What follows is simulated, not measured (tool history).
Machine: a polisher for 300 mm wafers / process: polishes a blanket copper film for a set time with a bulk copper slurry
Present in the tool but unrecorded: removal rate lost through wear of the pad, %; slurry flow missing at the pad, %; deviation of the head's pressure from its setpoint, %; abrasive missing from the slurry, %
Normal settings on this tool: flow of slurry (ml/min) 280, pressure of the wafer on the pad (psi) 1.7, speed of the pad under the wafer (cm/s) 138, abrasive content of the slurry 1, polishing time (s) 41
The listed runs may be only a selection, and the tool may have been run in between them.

run	hour	flow of slurry (ml/min)	pressure of the wafer on the pad (psi)	speed of the pad under the wafer (cm/s)	abrasive content of the slurry	polishing time (s)	wafers since the last listed run	wafers polished on this pad	hours since the slurry nozzle was cleaned	hours since the head pressure was calibrated	hours since the slurry blender was calibrated	incoming thickness of the incoming film, nm	film removed (angstrom)
1	0	280	1.7	138	1	41	0	147	654	748.3	19	4123.5	3506
2	14.7	280	1.7	138	1	41	207	355	668.7	763	33.7	4130.8	3598
3	28.6	280	1.7	138	0.95	41	196	552	682.6	776.9	47.6	4184.3	3532
4	34.7	280	1.7	138	0.95	41	86	638	688.7	783	53.7	4135.2	3503
# hour 53.8: slurry nozzle cleaned
5	57.7	280	1.7	138	0.95	41	311	949	3.9	806	76.7	4152.3	3502
6	70.4	280	1.7	138	1	41	179	1129	16.6	818.7	89.4	4163.1	3631
7	86.7	240	1.7	138	1	28	230	1360	32.9	835	105.7	4147.9	2429
# hour 97.9: worn pad replaced by a new one
8	99.2	375	2.3	138	1	41	120	17	45.4	847.5	118.2	4093.9	5007
9	115.5	280	1.7	138	1	41	230	248	61.7	863.8	134.5	4106.4	3602
10	123.3	280	1.7	172	1	41	110	358	69.5	871.6	142.3	4084.4	4407
11	134.2	190	1.7	116	0.9	49	154	512	80.4	882.5	153.2	4216.8	3314
12	149.1	280	1.7	138	1	41	210	723	95.3	897.4	168.1	4182.7	3571
13	158.7	280	1.7	138	1.15	45	135	859	104.9	907	177.7	4115.1	4142
14	172.8	280	1.7	138	1	41	199	1059	119	921.1	191.8	4132.9	3545
15	186.9	220	1.7	138	1	41	199	1258	133.1	935.2	205.9	4145	3452
16	198.6	280	1.7	138	0.9	47	165	1424	144.8	946.9	217.6	4126.1	3961
# hour 212.9: head pressure recalibrated
17	215.6	280	1.7	138	0.75	41	212	1636	161.8	2.7	234.6	4102.7	3001
# hour 226.1: worn pad replaced by a new one
18	226.6	280	1.5	158	1.15	54	99	6	172.8	13.7	245.6	4165.3	4533
19	236.1	280	1.2	166	1.2	45	134	141	182.3	23.2	255.1	4152	3188
20	247.1	190	1.7	176	1	41	155	296	193.3	34.2	266.1	4155.9	3986
21	258.9	280	1.3	102	1	34	166	463	205.1	46	277.9	4191	1530
22	266.1	280	1.7	138	0.9	47	101	565	212.3	53.2	285.1	4199.9	3708
23	283.5	280	1.7	90	1	35	246	811	229.7	70.6	302.5	4163.6	1839
24	290.8	350	1.4	138	1	41	103	915	237	77.9	309.8	4110.6	2803
25	307	280	1.7	122	1	41	229	1144	253.2	94.1	326	4232.1	2938
26	323.2	280	2	138	1	33	229	1373	269.4	110.3	342.2	4141.7	3138
# hour 371.5: worn pad replaced by a new one
27	372	280	1.9	160	0.7	41	633	7	318.2	159.1	391	4167.1	3999
28	375.7	280	1.2	138	0.85	41	52	59	321.9	162.8	394.7	4103	2259
29	386.5	280	1.7	138	1	41	152	212	332.7	173.6	405.5	4143.2	3473

Pick out some run-to-run changes in film removed (angstrom). Of each, how much would a tool without hidden state show as well, from the settings, what came in and chance, and how much is left for the hidden state and any gauge scatter not in both results compared?
Run 7 -> 8: flow of slurry (ml/min) 240 -> 375, pressure of the wafer on the pad (psi) 1.7 -> 2.3, polishing time (s) 28 -> 41, worn pad replaced by a new one. film removed (angstrom) +2578: hidden state +261, all else +2317.
Run 16 -> 17: abrasive content of the slurry 0.9 -> 0.75, polishing time (s) 47 -> 41, head pressure recalibrated. film removed (angstrom) -960: hidden state -389, all else -571.
Run 20 -> 21: flow of slurry (ml/min) 190 -> 280, pressure of the wafer on the pad (psi) 1.7 -> 1.3, speed of the pad under the wafer (cm/s) 176 -> 102, polishing time (s) 41 -> 34. film removed (angstrom) -2456: hidden state -36, all else -2420.
